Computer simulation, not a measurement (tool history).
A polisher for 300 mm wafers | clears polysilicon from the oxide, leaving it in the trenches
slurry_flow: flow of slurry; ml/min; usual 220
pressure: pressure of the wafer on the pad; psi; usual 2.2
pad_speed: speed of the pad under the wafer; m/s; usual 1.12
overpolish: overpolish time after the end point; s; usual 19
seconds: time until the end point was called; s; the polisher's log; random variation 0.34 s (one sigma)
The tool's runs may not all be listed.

run,day,slurry_flow,pressure,pad_speed,overpolish,wafers since the last listed run,wafers polished on this pad,hours since the slurry nozzle was cleaned,hours since the head pressure was calibrated,"incoming thickness of the incoming film, nm",seconds
1,0.000,220,2.2,1.12,19,0,5896,267.5,138.6,526.1,41.0
2,3.479,220,2.2,1.12,19,856,6753,351.0,222.1,523.2,40.9
3,7.188,220,2.2,1.12,19,913,7666,440.0,311.1,523.4,41.2
4,10.825,220,2.2,1.12,11,895,8562,527.3,398.4,533.7,42.0
5,12.558,220,2.2,1.28,19,426,8989,568.9,440.0,525.7,37.4
# day 14.375: worn pad replaced by a new one
6,16.112,220,2.2,1.28,19,834,427,654.2,525.3,534.3,35.8
7,19.292,220,2.2,1.12,19,783,1210,730.5,601.6,525.2,38.8
8,21.662,220,2.2,1.12,19,583,1794,787.4,658.5,527.5,39.8
# day 22.167: slurry nozzle cleaned
9,23.438,220,2.2,1.12,19,426,2221,30.5,701.1,533.3,39.4
10,27.079,275,2.2,1.12,19,896,3118,117.9,788.5,527.4,39.2
11,30.408,220,2.6,0.84,19,819,3938,197.8,868.4,534.3,43.0
12,34.088,160,2.2,1.12,19,906,4844,286.1,956.7,538.9,43.0
13,36.925,270,2.2,1.12,19,698,5543,354.2,1024.8,527.5,39.6
14,38.838,185,1.7,1.00,14,471,6014,400.1,1070.7,523.8,57.3
# day 40.508: head pressure recalibrated
15,42.292,220,1.5,1.12,19,830,6844,483.0,42.8,529.6,57.7
16,46.771,220,1.4,0.82,19,1103,7948,590.5,150.3,529.9,78.9
17,48.412,220,2.8,0.94,30,404,8352,629.9,189.7,532.4,38.1
# day 49.821: worn pad replaced by a new one
18,51.888,220,2.2,1.12,19,814,508,713.3,273.1,528.5,39.7
19,54.333,220,2.2,1.12,19,602,1111,772.0,331.8,531.7,40.6
# day 59.267: slurry nozzle cleaned
20,63.267,240,2.2,1.12,19,2190,3301,96.0,546.2,532.1,40.7
21,67.721,220,3.0,1.28,13,1097,4398,202.9,653.1,533.7,27.7
22,72.204,220,2.2,1.12,19,1104,5502,310.5,760.7,524.6,40.5
23,76.088,240,2.2,1.12,19,956,6459,403.7,853.9,531.7,40.8
24,79.179,220,1.9,1.12,19,761,7220,477.9,928.1,528.4,47.6
# day 79.858: worn pad replaced by a new one
25,82.596,295,2.2,1.12,19,800,674,559.9,1010.1,532.6,38.6
# day 85.604: head pressure recalibrated
26,86.804,220,2.2,1.12,19,1015,1690,660.9,28.8,526.9,39.7
27,90.904,160,2.2,0.84,16,1009,2700,759.3,127.2,540.6,53.8
# day 94.933: slurry nozzle cleaned
28,95.354,165,1.9,0.84,11,1085,3786,10.1,234.0,529.8,59.1
29,99.604,155,1.6,1.12,29,1046,4832,112.1,336.0,528.8,56.6
30,102.292,240,2.2,1.12,19,661,5494,176.6,400.5,522.8,40.0
31,105.371,220,1.9,0.78,19,758,6253,250.5,474.4,528.2,60.5
32,108.438,220,2.2,1.12,19,755,7008,324.1,548.0,529.3,41.3
33,110.938,195,2.2,0.92,9,615,7624,384.1,608.0,524.1,48.4

Some steps in seconds between neighbouring runs. How much of each would the tool show without its hidden state too (settings, what came in, random variation), and how much is left for the hidden state, with any gauge scatter that isn't in both results?
The hidden state here: removal rate lost through wear of the pad, %; slurry flow missing at the pad, %; deviation of the head's pressure from its setpoint, %.
Run 5 -> 6: worn pad replaced by a new one. seconds -1.6 s: hidden state -2.2, all else +0.6.
Run 15 -> 16: pressure 1.5 -> 1.4, pad_speed 1.12 -> 0.82. seconds +21.2 s: hidden state +1.5, all else +19.7.
Run 16 -> 17: pressure 1.4 -> 2.8, pad_speed 0.82 -> 0.94, overpolish 19 -> 30. seconds -40.8 s: hidden state -2.1, all else -38.7.
Run 24 -> 25: slurry_flow 220 -> 295, pressure 1.9 -> 2.2, worn pad replaced by a new one. seconds -9.0 s: hidden state -2.4, all else -6.6.
Run 30 -> 31: slurry_flow 240 -> 220, pressure 2.2 -> 1.9, pad_speed 1.12 -> 0.78. seconds +20.5 s: hidden state +1.1, all else +19.4.

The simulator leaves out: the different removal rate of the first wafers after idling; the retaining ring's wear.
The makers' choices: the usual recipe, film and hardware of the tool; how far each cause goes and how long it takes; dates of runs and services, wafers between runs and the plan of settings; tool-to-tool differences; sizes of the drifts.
